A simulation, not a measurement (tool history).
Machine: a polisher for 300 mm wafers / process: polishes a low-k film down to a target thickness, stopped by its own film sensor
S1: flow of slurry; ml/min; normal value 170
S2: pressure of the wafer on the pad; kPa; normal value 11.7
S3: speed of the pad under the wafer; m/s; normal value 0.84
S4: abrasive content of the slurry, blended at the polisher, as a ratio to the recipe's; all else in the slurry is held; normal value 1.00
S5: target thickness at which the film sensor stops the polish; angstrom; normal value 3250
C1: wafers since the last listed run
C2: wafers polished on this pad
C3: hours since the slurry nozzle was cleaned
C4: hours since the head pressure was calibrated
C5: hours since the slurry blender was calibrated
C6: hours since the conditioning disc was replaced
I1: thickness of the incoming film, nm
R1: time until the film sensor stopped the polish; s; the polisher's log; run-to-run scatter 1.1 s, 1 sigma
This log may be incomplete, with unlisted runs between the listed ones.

| run | hour | S1 | S2 | S3 | S4 | S5 | C1 | C2 | C3 | C4 | C5 | C6 | I1 | R1 |
|---|---|---|---|---|---|---|---|---|---|---|---|---|---|---|
| 1 | 0.0 | 170 | 13.8 | 0.84 | 1.00 | 3250 | 0 | 524 | 96.7 | 28.4 | 414.1 | 49.6 | 349.8 | 68.3 |
| 2 | 62.8 | 170 | 11.7 | 0.84 | 1.00 | 3250 | 628 | 1153 | 159.5 | 91.2 | 476.9 | 112.4 | 349.6 | 85.5 |
|  | 79.3 | slurry blender recalibrated |
| 3 | 110.4 | 170 | 11.7 | 0.84 | 0.80 | 3250 | 456 | 1610 | 207.1 | 138.8 | 31.1 | 160.0 | 344.6 | 75.4 |
| 4 | 151.8 | 210 | 13.1 | 0.66 | 1.25 | 3250 | 414 | 2024 | 248.5 | 180.2 | 72.5 | 201.4 | 351.0 | 88.1 |
| 5 | 210.7 | 170 | 11.7 | 0.84 | 1.00 | 3180 | 589 | 2614 | 307.4 | 239.1 | 131.4 | 260.3 | 350.0 | 112.3 |
| 6 | 258.0 | 170 | 14.5 | 0.84 | 1.00 | 3320 | 473 | 3088 | 354.7 | 286.4 | 178.7 | 307.6 | 348.4 | 47.5 |
| 7 | 305.5 | 170 | 10.3 | 0.66 | 1.00 | 3250 | 475 | 3563 | 402.2 | 333.9 | 226.2 | 355.1 | 352.3 | 138.7 |
| 8 | 361.8 | 170 | 13.1 | 0.84 | 1.15 | 3250 | 563 | 4127 | 458.5 | 390.2 | 282.5 | 411.4 | 352.7 | 82.8 |
|  | 404.2 | slurry nozzle cleaned |
| 9 | 406.9 | 120 | 11.7 | 0.84 | 1.00 | 3250 | 441 | 4569 | 2.7 | 435.3 | 327.6 | 456.5 | 344.7 | 75.7 |
|  | 419.1 | head pressure recalibrated |
|  | 425.7 | worn pad replaced by a new one |
| 10 | 437.5 | 210 | 13.1 | 0.66 | 1.25 | 3250 | 246 | 118 | 33.3 | 18.4 | 358.2 | 487.1 | 351.7 | 81.9 |
| 11 | 485.6 | 170 | 11.7 | 0.84 | 1.00 | 3250 | 481 | 599 | 81.4 | 66.5 | 406.3 | 535.2 | 349.2 | 81.6 |
|  | 507.7 | conditioning disc replaced and pad reconditioned |
| 12 | 515.0 | 170 | 11.7 | 0.84 | 1.00 | 3280 | 274 | 874 | 110.8 | 95.9 | 435.7 | 7.3 | 354.7 | 93.2 |
| 13 | 544.0 | 170 | 11.7 | 0.72 | 0.80 | 3250 | 290 | 1164 | 139.8 | 124.9 | 464.7 | 36.3 | 348.9 | 103.9 |
| 14 | 581.6 | 205 | 11.7 | 0.96 | 1.15 | 3320 | 376 | 1541 | 177.4 | 162.5 | 502.3 | 73.9 | 347.6 | 44.7 |
|  | 588.0 | slurry blender recalibrated |
| 15 | 606.0 | 170 | 11.7 | 0.62 | 1.00 | 3250 | 224 | 1765 | 201.8 | 186.9 | 18.0 | 98.3 | 348.7 | 109.2 |
| 16 | 659.1 | 205 | 11.7 | 0.84 | 1.00 | 3250 | 531 | 2297 | 254.9 | 240.0 | 71.1 | 151.4 | 356.8 | 112.6 |
| 17 | 707.3 | 115 | 7.6 | 0.84 | 1.30 | 3320 | 482 | 2779 | 303.1 | 288.2 | 119.3 | 199.6 | 348.5 | 89.8 |
| 18 | 747.7 | 170 | 9.7 | 1.00 | 0.80 | 3250 | 404 | 3184 | 343.5 | 328.6 | 159.7 | 240.0 | 350.5 | 110.1 |
| 19 | 808.6 | 170 | 9.0 | 0.84 | 1.00 | 3250 | 609 | 3794 | 404.4 | 389.5 | 220.6 | 300.9 | 347.9 | 113.3 |
| 20 | 862.2 | 170 | 11.7 | 1.08 | 1.00 | 3250 | 536 | 4330 | 458.0 | 443.1 | 274.2 | 354.5 | 348.9 | 73.4 |
|  | 863.5 | slurry nozzle cleaned |
|  | 896.8 | head pressure recalibrated |
| 21 | 907.5 | 195 | 15.2 | 0.84 | 1.00 | 3340 | 423 | 4754 | 44.0 | 10.7 | 319.5 | 399.8 | 348.4 | 41.1 |
|  | 960.0 | worn pad replaced by a new one |
| 22 | 960.5 | 170 | 11.7 | 0.72 | 1.00 | 3250 | 490 | 4 | 97.0 | 63.7 | 372.5 | 452.8 | 351.3 | 94.0 |
|  | 1011.8 | conditioning disc replaced and pad reconditioned |
| 23 | 1014.1 | 170 | 14.5 | 0.84 | 1.00 | 3250 | 516 | 521 | 150.6 | 117.3 | 426.1 | 2.3 | 346.4 | 55.1 |
|  | 1057.4 | slurry blender recalibrated |
| 24 | 1076.9 | 170 | 11.7 | 0.84 | 1.00 | 3250 | 608 | 1130 | 213.4 | 180.1 | 19.5 | 65.1 | 346.2 | 72.2 |

Predict each of these 5 candidate next runs independently; none follows another, all start after run 24:
| A | 1077.4 | 170 | 11.7 | 0.84 | 0.85 | 3250 | 5 | 1135 | 213.9 | 180.6 | 20.0 | 65.6 | 345.4 | ? |
| B | 1077.4 | 170 | 11.7 | 0.94 | 1.00 | 3250 | 5 | 1135 | 213.9 | 180.6 | 20.0 | 65.6 | 345.4 | ? |
| C | 1077.4 | 170 | 11.7 | 0.84 | 0.90 | 3250 | 5 | 1135 | 213.9 | 180.6 | 20.0 | 65.6 | 345.4 | ? |
| D | 1077.4 | 110 | 11.7 | 0.84 | 1.00 | 3250 | 5 | 1135 | 213.9 | 180.6 | 20.0 | 65.6 | 345.4 | ? |
| E | 1077.4 | 135 | 11.7 | 0.84 | 1.00 | 3250 | 5 | 1135 | 213.9 | 180.6 | 20.0 | 65.6 | 345.4 | ? |

| run | R1 |
|---|---|
| A | 73.4 |
| B | 62.0 |
| C | 71.4 |
| D | 74.7 |
| E | 71.0 |
Stripped of hidden state, with their random variation kept, the same runs would have yielded:
| run | R1 |
|---|---|
| A | 67.3 |
| B | 56.8 |
| C | 65.4 |
| D | 68.4 |
| E | 65.0 |
